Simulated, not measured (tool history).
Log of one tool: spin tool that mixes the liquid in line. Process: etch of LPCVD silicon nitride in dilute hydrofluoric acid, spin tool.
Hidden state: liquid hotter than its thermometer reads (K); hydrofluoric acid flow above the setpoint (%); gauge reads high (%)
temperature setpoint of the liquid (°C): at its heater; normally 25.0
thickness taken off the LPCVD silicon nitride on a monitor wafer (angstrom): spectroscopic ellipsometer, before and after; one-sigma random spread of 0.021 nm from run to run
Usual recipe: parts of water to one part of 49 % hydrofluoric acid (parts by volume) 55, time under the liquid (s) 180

run	hour	temperature setpoint of the liquid (°C)	parts of water to one part of 49 % hydrofluoric acid (parts by volume)	time under the liquid (s)	wafers since the last listed run	hours since the thermometer was replaced	hours since the hydrofluoric acid flow meter was replaced	hours since the gauge calibration	read-back film thickness of the LPCVD silicon nitride reference wafer, read on the same gauge (nm)	thickness taken off the LPCVD silicon nitride on a monitor wafer (angstrom)
1	0.0	25.0	55	180	0	262.6	185.4	253.6	139.979	18.87
2	32.7	25.0	55	180	271	295.3	218.1	286.3	140.046	18.88
3	66.0	25.0	55	180	276	328.6	251.4	319.6	139.990	18.92
4	100.1	25.0	55	180	283	362.7	285.5	353.7	140.022	18.66
5	123.4	25.0	55	180	193	386.0	308.8	377.0	139.981	19.36
6	151.4	25.0	75	240	232	414.0	336.8	405.0	139.958	19.08
7	178.4	25.0	75	240	224	441.0	363.8	432.0	139.996	18.94
8	198.8	25.0	70	180	169	461.4	384.2	452.4	140.028	15.10
9	213.2	25.0	70	180	119	475.8	398.6	466.8	140.012	15.31
10	230.3	25.0	70	180	142	492.9	415.7	483.9	139.982	15.23
11	262.1	25.0	55	180	264	524.7	447.5	515.7	139.982	19.68
# hour 281.6: hydrofluoric acid flow meter replaced
12	282.1	21.5	55	180	157	544.7	0.5	535.7	140.037	13.95
13	313.5	21.5	55	180	261	576.1	31.9	567.1	139.995	14.57
14	348.9	25.0	55	180	294	611.5	67.3	602.5	140.014	17.95
15	394.0	25.0	55	180	374	656.6	112.4	647.6	140.041	18.40
# hour 410.0: thermometer replaced
16	429.7	25.0	55	180	288	19.7	148.1	683.3	139.993	18.70
17	448.8	21.5	55	180	158	38.8	167.2	702.4	139.989	15.10
18	473.5	28.0	70	85	205	63.5	191.9	727.1	139.985	8.32
19	515.6	27.0	30	85	349	105.6	234.0	769.2	140.038	18.40
20	549.3	28.0	25	260	280	139.3	267.7	802.9	139.995	72.17
# hour 549.9: gauge calibrated
21	576.7	20.5	70	270	227	166.7	295.1	26.8	140.065	16.78
22	607.9	25.0	55	180	259	197.9	326.3	58.0	139.974	19.38
23	620.5	25.0	75	125	104	210.5	338.9	70.6	140.023	9.94
24	634.6	23.5	55	145	117	224.6	353.0	84.7	140.042	13.85
25	670.4	27.5	55	220	297	260.4	388.8	120.5	140.023	28.04
# hour 705.4: hydrofluoric acid flow meter replaced
26	705.8	27.5	80	240	285	295.8	0.4	155.9	140.032	19.11
27	720.9	25.0	55	180	125	310.9	15.5	171.0	140.031	18.26

Here are 3 independent what-if runs from the current tool condition. What would each one return?
A	721.4	25.0	30	180	4	311.4	16.0	171.5	?	?
B	721.4	25.0	65	210	4	311.4	16.0	171.5	?	?
C	721.4	25.0	35	145	4	311.4	16.0	171.5	?	?

run	read-back film thickness of the LPCVD silicon nitride reference wafer, read on the same gauge (nm)	thickness taken off the LPCVD silicon nitride on a monitor wafer (angstrom)
A	140.027	32.48
B	140.027	17.80
C	140.027	22.53
Take away the tool's hidden state, keep each run's random variation, and the runs would have read:
run	thickness taken off the LPCVD silicon nitride on a monitor wafer (angstrom)
A	32.31
B	17.70
C	22.41
